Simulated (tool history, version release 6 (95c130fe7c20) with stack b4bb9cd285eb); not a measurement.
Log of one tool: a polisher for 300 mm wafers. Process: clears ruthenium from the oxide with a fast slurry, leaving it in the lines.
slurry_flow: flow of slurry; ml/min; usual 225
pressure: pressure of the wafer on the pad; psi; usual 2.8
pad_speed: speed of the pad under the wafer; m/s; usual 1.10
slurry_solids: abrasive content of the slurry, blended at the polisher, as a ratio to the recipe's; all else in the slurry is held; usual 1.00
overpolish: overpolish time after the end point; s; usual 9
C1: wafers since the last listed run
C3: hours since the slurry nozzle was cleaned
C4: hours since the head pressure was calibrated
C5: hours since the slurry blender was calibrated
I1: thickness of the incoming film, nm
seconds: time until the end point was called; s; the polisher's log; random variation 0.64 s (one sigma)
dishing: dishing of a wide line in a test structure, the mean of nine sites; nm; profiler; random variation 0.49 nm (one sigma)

{"run": 1, "hour": 0.0, "slurry_flow": 225, "pressure": 2.5, "pad_speed": 1.1, "slurry_solids": 1.0, "overpolish": 12, "C1": 0, "wafers polished on this pad": 285, "C3": 32.8, "C4": 525.2, "C5": 49.5, "I1": 212.2, "seconds": 56.8, "dishing": 33.5}
{"run": 2, "hour": 16.4, "slurry_flow": 225, "pressure": 2.8, "pad_speed": 1.0, "slurry_solids": 1.0, "overpolish": 9, "C1": 153, "wafers polished on this pad": 439, "C3": 49.2, "C4": 541.6, "C5": 65.9, "I1": 207.1, "seconds": 53.5, "dishing": 25.4}
{"run": 3, "hour": 31.4, "slurry_flow": 225, "pressure": 2.8, "pad_speed": 1.0, "slurry_solids": 1.0, "overpolish": 9, "C1": 140, "wafers polished on this pad": 580, "C3": 64.2, "C4": 556.6, "C5": 80.9, "I1": 209.2, "seconds": 56.9, "dishing": 25.7}
{"hour": 45.9, "done": "slurry blender recalibrated"}
{"run": 4, "hour": 59.1, "slurry_flow": 225, "pressure": 2.8, "pad_speed": 0.94, "slurry_solids": 1.0, "overpolish": 9, "C1": 241, "wafers polished on this pad": 821, "C3": 91.9, "C4": 584.3, "C5": 13.2, "I1": 211.1, "seconds": 61.0, "dishing": 23.0}
{"hour": 66.0, "done": "worn pad replaced by a new one"}
{"run": 5, "hour": 81.4, "slurry_flow": 225, "pressure": 2.8, "pad_speed": 1.1, "slurry_solids": 1.0, "overpolish": 9, "C1": 171, "wafers polished on this pad": 144, "C3": 114.2, "C4": 606.6, "C5": 35.5, "I1": 207.2, "seconds": 51.7, "dishing": 27.7}
{"hour": 160.8, "done": "head pressure recalibrated"}
{"hour": 161.5, "done": "slurry blender recalibrated"}
{"hour": 170.7, "done": "worn pad replaced by a new one, of another model than before"}
{"run": 6, "hour": 187.9, "slurry_flow": 225, "pressure": 3.1, "pad_speed": 1.1, "slurry_solids": 1.0, "overpolish": 9, "C1": 936, "wafers polished on this pad": 161, "C3": 220.7, "C4": 27.1, "C5": 26.4, "I1": 207.6, "seconds": 43.5, "dishing": 31.3}
{"run": 7, "hour": 216.1, "slurry_flow": 225, "pressure": 3.1, "pad_speed": 1.1, "slurry_solids": 1.0, "overpolish": 9, "C1": 264, "wafers polished on this pad": 426, "C3": 248.9, "C4": 55.3, "C5": 54.6, "I1": 206.7, "seconds": 42.9, "dishing": 31.6}
{"run": 8, "hour": 228.8, "slurry_flow": 225, "pressure": 3.1, "pad_speed": 1.1, "slurry_solids": 1.0, "overpolish": 9, "C1": 119, "wafers polished on this pad": 545, "C3": 261.6, "C4": 68.0, "C5": 67.3, "I1": 213.4, "seconds": 43.9, "dishing": 31.6}
{"run": 9, "hour": 249.7, "slurry_flow": 225, "pressure": 2.8, "pad_speed": 1.1, "slurry_solids": 1.0, "overpolish": 9, "C1": 196, "wafers polished on this pad": 741, "C3": 282.5, "C4": 88.9, "C5": 88.2, "I1": 208.7, "seconds": 45.9, "dishing": 29.5}
{"hour": 261.8, "done": "slurry nozzle cleaned"}
{"hour": 272.2, "done": "worn pad replaced by a new one"}
{"run": 10, "hour": 273.3, "slurry_flow": 155, "pressure": 1.9, "pad_speed": 1.1, "slurry_solids": 1.1, "overpolish": 13, "C1": 174, "wafers polished on this pad": 9, "C3": 11.5, "C4": 112.5, "C5": 111.8, "I1": 209.9, "seconds": 61.0, "dishing": 33.2}
{"hour": 280.6, "done": "slurry blender recalibrated"}
{"run": 11, "hour": 291.8, "slurry_flow": 225, "pressure": 2.8, "pad_speed": 0.8, "slurry_solids": 1.2, "overpolish": 6, "C1": 154, "wafers polished on this pad": 164, "C3": 30.0, "C4": 131.0, "C5": 11.2, "I1": 212.1, "seconds": 56.2, "dishing": 17.6}
{"run": 12, "hour": 322.8, "slurry_flow": 225, "pressure": 2.8, "pad_speed": 1.1, "slurry_solids": 1.0, "overpolish": 9, "C1": 290, "wafers polished on this pad": 455, "C3": 61.0, "C4": 162.0, "C5": 42.2, "I1": 212.8, "seconds": 47.1, "dishing": 29.9}
{"hour": 355.3, "done": "worn pad replaced by a new one"}
{"run": 13, "hour": 357.4, "slurry_flow": 295, "pressure": 2.8, "pad_speed": 1.1, "slurry_solids": 1.25, "overpolish": 11, "C1": 287, "wafers polished on this pad": 20, "C3": 95.6, "C4": 196.6, "C5": 76.8, "I1": 206.7, "seconds": 42.0, "dishing": 37.7}
{"run": 14, "hour": 372.4, "slurry_flow": 225, "pressure": 1.9, "pad_speed": 1.1, "slurry_solids": 1.2, "overpolish": 9, "C1": 140, "wafers polished on this pad": 160, "C3": 110.6, "C4": 211.6, "C5": 91.8, "I1": 209.8, "seconds": 55.2, "dishing": 26.0}
{"hour": 388.8, "done": "slurry blender recalibrated"}
{"run": 15, "hour": 406.1, "slurry_flow": 225, "pressure": 2.8, "pad_speed": 1.1, "slurry_solids": 1.0, "overpolish": 9, "C1": 297, "wafers polished on this pad": 458, "C3": 144.3, "C4": 245.3, "C5": 17.3, "I1": 212.4, "seconds": 47.7, "dishing": 30.2}
{"run": 16, "hour": 428.3, "slurry_flow": 150, "pressure": 2.8, "pad_speed": 0.98, "slurry_solids": 1.15, "overpolish": 13, "C1": 208, "wafers polished on this pad": 666, "C3": 166.5, "C4": 267.5, "C5": 39.5, "I1": 212.2, "seconds": 51.6, "dishing": 36.5}
{"hour": 436.4, "done": "worn pad replaced by a new one"}
{"run": 17, "hour": 448.3, "slurry_flow": 225, "pressure": 2.5, "pad_speed": 1.1, "slurry_solids": 0.8, "overpolish": 13, "C1": 150, "wafers polished on this pad": 111, "C3": 186.5, "C4": 287.5, "C5": 59.5, "I1": 211.3, "seconds": 51.7, "dishing": 36.4}
{"run": 18, "hour": 468.6, "slurry_flow": 150, "pressure": 2.8, "pad_speed": 1.1, "slurry_solids": 1.0, "overpolish": 9, "C1": 190, "wafers polished on this pad": 301, "C3": 206.8, "C4": 307.8, "C5": 79.8, "I1": 206.2, "seconds": 50.0, "dishing": 27.5}

What the log doesn't show, run by run:
removal rate lost through wear of the pad, %: 0 in every run
slurry flow missing at the pad, %: 0 in every run
abrasive missing from the slurry, %: 0 in every run
H1: deviation of the head's pressure from its setpoint, %
run=1 H1=-7.97
run=2 H1=-8.39
run=3 H1=-8.78
run=4 H1=-9.54
run=5 H1=-10.2
run=6 H1=0.39
run=7 H1=0.334
run=8 H1=0.297
run=9 H1=0.218
run=10 H1=0.104
run=11 H1=-0.00343
run=12 H1=-0.221
run=13 H1=-0.518
run=14 H1=-0.664
run=15 H1=-1.03
run=16 H1=-1.31
run=17 H1=-1.57
run=18 H1=-1.86

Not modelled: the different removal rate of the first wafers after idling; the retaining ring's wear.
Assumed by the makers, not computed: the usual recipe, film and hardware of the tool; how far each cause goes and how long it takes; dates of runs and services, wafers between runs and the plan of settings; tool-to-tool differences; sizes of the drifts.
